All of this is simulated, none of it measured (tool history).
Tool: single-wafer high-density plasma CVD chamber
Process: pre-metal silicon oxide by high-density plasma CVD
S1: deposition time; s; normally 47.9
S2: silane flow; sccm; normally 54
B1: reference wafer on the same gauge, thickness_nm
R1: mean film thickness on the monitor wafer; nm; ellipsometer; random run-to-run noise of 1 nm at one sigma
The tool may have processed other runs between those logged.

| run | day | S1 | S2 | B1 | R1 |
|---|---|---|---|---|---|
| 1 | 0.000 | 47.9 | 54 | 215.798 | 264.383 |
| 2 | 1.467 | 47.9 | 54 | 215.743 | 264.631 |
| 3 | 4.450 | 47.9 | 54 | 216.198 | 263.200 |
| 4 | 7.050 | 47.9 | 54 | 216.376 | 263.765 |
| 5 | 8.958 | 47.9 | 54 | 215.945 | 267.060 |
| 6 | 11.825 | 47.9 | 51 | 216.127 | 250.046 |
| 7 | 14.546 | 47.9 | 51 | 215.730 | 250.612 |
| 8 | 15.575 | 44.2 | 54 | 215.907 | 244.109 |
| 9 | 16.858 | 44.2 | 54 | 215.815 | 245.622 |
| 10 | 18.296 | 44.2 | 54 | 215.947 | 245.075 |
| 11 | 20.183 | 47.9 | 54 | 215.931 | 265.679 |
| 12 | 21.362 | 52.2 | 45 | 216.121 | 241.963 |
| 13 | 23.825 | 52.2 | 45 | 215.705 | 239.574 |
| 14 | 25.621 | 52.2 | 45 | 216.141 | 241.885 |
| 15 | 27.588 | 53.0 | 54 | 215.946 | 293.911 |
| 16 | 29.933 | 53.0 | 54 | 215.712 | 295.891 |
| 17 | 31.296 | 53.0 | 54 | 216.002 | 294.225 |
|  | 32.888 | gauge calibrated |
| 18 | 34.033 | 45.3 | 51 | 216.301 | 238.777 |
| 19 | 36.462 | 45.3 | 51 | 216.095 | 238.067 |
| 20 | 38.446 | 45.1 | 57 | 215.877 | 263.624 |
| 21 | 40.850 | 44.3 | 46 | 216.144 | 210.014 |
| 22 | 42.588 | 51.1 | 54 | 216.058 | 284.845 |
| 23 | 43.762 | 47.9 | 45 | 215.991 | 222.899 |
| 24 | 46.238 | 39.2 | 49 | 215.590 | 198.135 |
| 25 | 47.658 | 47.9 | 54 | 215.756 | 267.263 |
| 26 | 50.433 | 47.9 | 48 | 215.808 | 239.113 |
| 27 | 52.638 | 44.2 | 50 | 215.511 | 227.563 |
| 28 | 54.612 | 47.9 | 54 | 215.821 | 266.894 |
| 29 | 56.938 | 47.9 | 54 | 215.580 | 269.376 |
| 30 | 58.804 | 57.5 | 63 | 215.951 | 377.000 |
|  | 60.908 | silane flow controller replaced |
| 31 | 60.929 | 55.5 | 60 | 215.943 | 324.412 |
| 32 | 63.246 | 47.9 | 54 | 216.038 | 251.988 |
| 33 | 64.958 | 47.9 | 46 | 216.142 | 216.946 |
| 34 | 66.333 | 39.2 | 49 | 215.813 | 186.629 |
| 35 | 68.117 | 44.3 | 46 | 215.856 | 198.152 |
| 36 | 70.217 | 47.9 | 54 | 215.864 | 252.951 |
| 37 | 71.792 | 44.0 | 60 | 215.675 | 259.115 |
| 38 | 73.988 | 53.4 | 60 | 216.083 | 311.702 |
| 39 | 76.233 | 51.0 | 63 | 216.070 | 314.222 |

What if the next run were any one of these 3? Each begins from the tool's condition after run 39:
| A | 76.250 | 47.9 | 54 | ? | ? |
| B | 76.250 | 55.6 | 47 | ? | ? |
| C | 76.250 | 41.1 | 59 | ? | ? |

| run | B1 | R1 |
|---|---|---|
| A | 216.085 | 252.661 |
| B | 216.085 | 255.259 |
| C | 216.085 | 236.866 |
Take away the tool's hidden state, keep each run's random variation, and the runs would have read:
| run | R1 |
|---|---|
| A | 253.624 |
| B | 256.232 |
| C | 237.769 |
